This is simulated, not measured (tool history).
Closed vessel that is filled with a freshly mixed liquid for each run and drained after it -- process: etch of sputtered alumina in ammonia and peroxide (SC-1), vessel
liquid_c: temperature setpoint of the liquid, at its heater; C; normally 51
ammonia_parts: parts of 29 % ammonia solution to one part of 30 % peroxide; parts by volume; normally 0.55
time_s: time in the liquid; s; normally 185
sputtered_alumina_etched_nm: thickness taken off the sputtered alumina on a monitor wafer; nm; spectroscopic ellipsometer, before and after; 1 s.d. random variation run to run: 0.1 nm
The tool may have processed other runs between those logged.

| run | hour | liquid_c | ammonia_parts | time_s | wafers since the last listed run | hours since the thermometer was replaced | hours since the ammonia flow meter was replaced | hours since the drum of ammonia solution was connected | hours since the gauge calibration | read-back film thickness of the sputtered alumina reference wafer, read on the same gauge (nm) | sputtered_alumina_etched_nm |
|---|---|---|---|---|---|---|---|---|---|---|---|
| 1 | 0 | 51 | 0.65 | 130 | 0 | 427.2 | 454.2 | 658.2 | 631.7 | 129.99 | 10.31 |
| 2 | 48.3 | 51 | 0.55 | 185 | 2936 | 475.5 | 502.5 | 706.5 | 680 | 130.04 | 14.29 |
| 3 | 77.6 | 51 | 0.55 | 185 | 1781 | 504.8 | 531.8 | 735.8 | 709.3 | 129.99 | 14.33 |
| 4 | 109 | 51 | 0.55 | 185 | 1909 | 536.2 | 563.2 | 767.2 | 740.7 | 129.96 | 14 |
| 5 | 173.2 | 51 | 0.55 | 185 | 3903 | 600.4 | 627.4 | 831.4 | 804.9 | 130.01 | 14.23 |
| 6 | 239.5 | 51 | 0.55 | 185 | 4031 | 666.7 | 693.7 | 897.7 | 871.2 | 130 | 14.06 |
| 7 | 310.4 | 51 | 0.55 | 185 | 4311 | 737.6 | 764.6 | 968.6 | 942.1 | 130.02 | 13.96 |
| 8 | 431.1 | 58 | 0.55 | 185 | 7339 | 858.3 | 885.3 | 1089.3 | 1062.8 | 129.95 | 20.24 |
|  | 466.8 | gauge calibrated |
|  | 477.4 | thermometer replaced |
| 9 | 488.6 | 58 | 0.55 | 185 | 3435 | 11.2 | 942.8 | 1146.8 | 21.8 | 130 | 21.6 |
|  | 492.7 | new drum of ammonia solution connected |
| 10 | 541.3 | 51 | 0.55 | 185 | 3143 | 63.9 | 995.5 | 48.6 | 74.5 | 129.98 | 14.86 |
| 11 | 601.3 | 51 | 0.55 | 185 | 3648 | 123.9 | 1055.5 | 108.6 | 134.5 | 129.98 | 14.68 |
| 12 | 642.8 | 44.5 | 0.4 | 185 | 2523 | 165.4 | 1097 | 150.1 | 176 | 130.03 | 9.97 |
| 13 | 689.9 | 51 | 0.55 | 185 | 2863 | 212.5 | 1144.1 | 197.2 | 223.1 | 129.98 | 14.64 |
| 14 | 759 | 51 | 0.55 | 185 | 4201 | 281.6 | 1213.2 | 266.3 | 292.2 | 129.96 | 14.34 |
| 15 | 822.8 | 51 | 0.55 | 185 | 3879 | 345.4 | 1277 | 330.1 | 356 | 130.04 | 14.6 |
| 16 | 894.4 | 46 | 0.3 | 120 | 4353 | 417 | 1348.6 | 401.7 | 427.6 | 129.95 | 6.7 |
| 17 | 931 | 51 | 0.55 | 185 | 2225 | 453.6 | 1385.2 | 438.3 | 464.2 | 130 | 14.39 |
|  | 936.9 | ammonia flow meter replaced |
| 18 | 973.8 | 51 | 0.85 | 80 | 2541 | 496.4 | 36.9 | 481.1 | 507 | 130 | 6.37 |
| 19 | 1003 | 60 | 0.65 | 120 | 1775 | 525.6 | 66.1 | 510.3 | 536.2 | 129.98 | 15.42 |
| 20 | 1029.8 | 51 | 0.3 | 185 | 1629 | 552.4 | 92.9 | 537.1 | 563 | 130.02 | 13.33 |
| 21 | 1087 | 51 | 0.55 | 185 | 3478 | 609.6 | 150.1 | 594.3 | 620.2 | 129.98 | 14.08 |
| 22 | 1148.8 | 51 | 0.55 | 185 | 3757 | 671.4 | 211.9 | 656.1 | 682 | 129.99 | 14.12 |
|  | 1187.9 | thermometer replaced |
| 23 | 1194.9 | 56 | 0.8 | 220 | 2742 | 7 | 258 | 702.2 | 728.1 | 130 | 23.73 |
| 24 | 1222.7 | 51 | 0.55 | 270 | 1690 | 34.8 | 285.8 | 730 | 755.9 | 129.98 | 21.27 |
| 25 | 1284.4 | 43.5 | 0.8 | 185 | 3751 | 96.5 | 347.5 | 791.7 | 817.6 | 130 | 9.91 |
| 26 | 1339.5 | 43.5 | 0.55 | 185 | 3350 | 151.6 | 402.6 | 846.8 | 872.7 | 130.01 | 9.53 |
| 27 | 1519.4 | 58 | 0.7 | 185 | 10938 | 331.5 | 582.5 | 1026.7 | 1052.6 | 129.99 | 21.42 |
| 28 | 1564.6 | 51 | 0.65 | 125 | 2748 | 376.7 | 627.7 | 1071.9 | 1097.8 | 130 | 9.79 |
|  | 1567.4 | gauge calibrated |
|  | 1599.9 | new drum of ammonia solution connected |
| 29 | 1609.9 | 51 | 0.55 | 215 | 2693 | 422 | 673 | 10 | 42.5 | 129.98 | 16.4 |

3 options for the next run, each taken on its own from the tool as it stands now. Forecast them:
| A | 1610.6 | 51 | 0.55 | 285 | 42 | 422.7 | 673.7 | 10.7 | 43.2 | ? | ? |
| B | 1610.6 | 51 | 0.75 | 185 | 42 | 422.7 | 673.7 | 10.7 | 43.2 | ? | ? |
| C | 1610.6 | 46 | 0.55 | 225 | 42 | 422.7 | 673.7 | 10.7 | 43.2 | ? | ? |

| run | read-back film thickness of the sputtered alumina reference wafer, read on the same gauge (nm) | sputtered_alumina_etched_nm |
|---|---|---|
| A | 129.96 | 22.18 |
| B | 129.96 | 14.83 |
| C | 129.96 | 13.24 |
Take away the tool's hidden state, keep each run's random variation, and the runs would have read:
| run | sputtered_alumina_etched_nm |
|---|---|
| A | 23.13 |
| B | 15.46 |
| C | 13.83 |
